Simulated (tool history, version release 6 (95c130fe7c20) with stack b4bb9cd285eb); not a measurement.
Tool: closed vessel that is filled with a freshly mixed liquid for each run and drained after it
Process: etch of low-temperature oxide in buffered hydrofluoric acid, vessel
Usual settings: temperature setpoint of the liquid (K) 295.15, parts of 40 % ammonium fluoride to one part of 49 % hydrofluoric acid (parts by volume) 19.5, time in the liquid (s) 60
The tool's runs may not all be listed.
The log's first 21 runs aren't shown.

run    hour  temperature setpoint of the liquid (K)  parts of 40 % ammonium fluoride to one part of 49 % hydrofluoric acid (parts by volume)  time in the liquid (s)  wafers since the last listed run  hours since the thermometer was replaced  hours since the hydrofluoric acid flow meter was replaced  hours since the gauge calibration  read-back film thickness of the low-temperature oxide reference wafer, read on the same gauge (nm)  thickness taken off the low-temperature oxide on a monitor wafer (nm)
 22  1568.9                                  291.15                                                                                     12.0                      85                              5816                                     462.3                                                      186.9                              767.5                                                                                              140.01                                                                 169.51
 23  1654.5                                  295.15                                                                                     26.0                      40                             12540                                     547.9                                                      272.5                              853.1                                                                                              139.99                                                                  50.62
 24  1722.0                                  295.15                                                                                     19.5                      60                              9889                                     615.4                                                      340.0                              920.6                                                                                              139.97                                                                  90.76
 25  1776.8                                  292.15                                                                                     19.5                      60                              8028                                     670.2                                                      394.8                              975.4                                                                                              140.02                                                                  76.99
 26  1817.2                                  297.65                                                                                     22.0                      30                              5918                                     710.6                                                      435.2                             1015.8                                                                                              140.00                                                                  47.94
 27  1888.7                                  295.15                                                                                     19.5                      60                             10475                                     782.1                                                      506.7                             1087.3                                                                                              140.00                                                                  94.38
     1891.8  -- thermometer replaced
 28  1954.4                                  297.65                                                                                     16.5                      60                              9478                                      62.6                                                      572.4                             1153.0                                                                                              140.01                                                                 139.06
 29  2022.7                                  299.65                                                                                     19.5                      60                             10006                                     130.9                                                      640.7                             1221.3                                                                                              139.98                                                                 129.06
 30  2101.1                                  299.15                                                                                     27.0                      60                             11485                                     209.3                                                      719.1                             1299.7                                                                                              139.99                                                                  95.77
 31  2154.9                                  299.65                                                                                     13.5                      85                              7881                                     263.1                                                      772.9                             1353.5                                                                                              140.00                                                                 260.49

Forecast each of these 5 alternatives for the next run:
  A  2155.6                                  295.15                                                                                     25.5                      60                               102                                     263.8                                                      773.6                             1354.2                                                                                                   ?                                                                      ?
  B  2155.6                                  298.65                                                                                     17.0                      30                               102                                     263.8                                                      773.6                             1354.2                                                                                                   ?                                                                      ?
  C  2155.6                                  295.15                                                                                     23.0                      60                               102                                     263.8                                                      773.6                             1354.2                                                                                                   ?                                                                      ?
  D  2155.6                                  291.65                                                                                     15.5                      60                               102                                     263.8                                                      773.6                             1354.2                                                                                                   ?                                                                      ?
  E  2155.6                                  295.15                                                                                     23.5                      60                               102                                     263.8                                                      773.6                             1354.2                                                                                                   ?                                                                      ?

run  read-back film thickness of the low-temperature oxide reference wafer, read on the same gauge (nm)  thickness taken off the low-temperature oxide on a monitor wafer (nm)
  A                                                                                              139.98                                                                  81.96
  B                                                                                              139.98                                                                  70.10
  C                                                                                              139.98                                                                  88.01
  D                                                                                              139.98                                                                 103.99
  E                                                                                              139.98                                                                  86.72
Without the tool's hidden state the same runs would have given:
run  thickness taken off the low-temperature oxide on a monitor wafer (nm)
  A                                                                  82.70
  B                                                                  69.52
  C                                                                  88.81
  D                                                                 103.35
  E                                                                  87.50
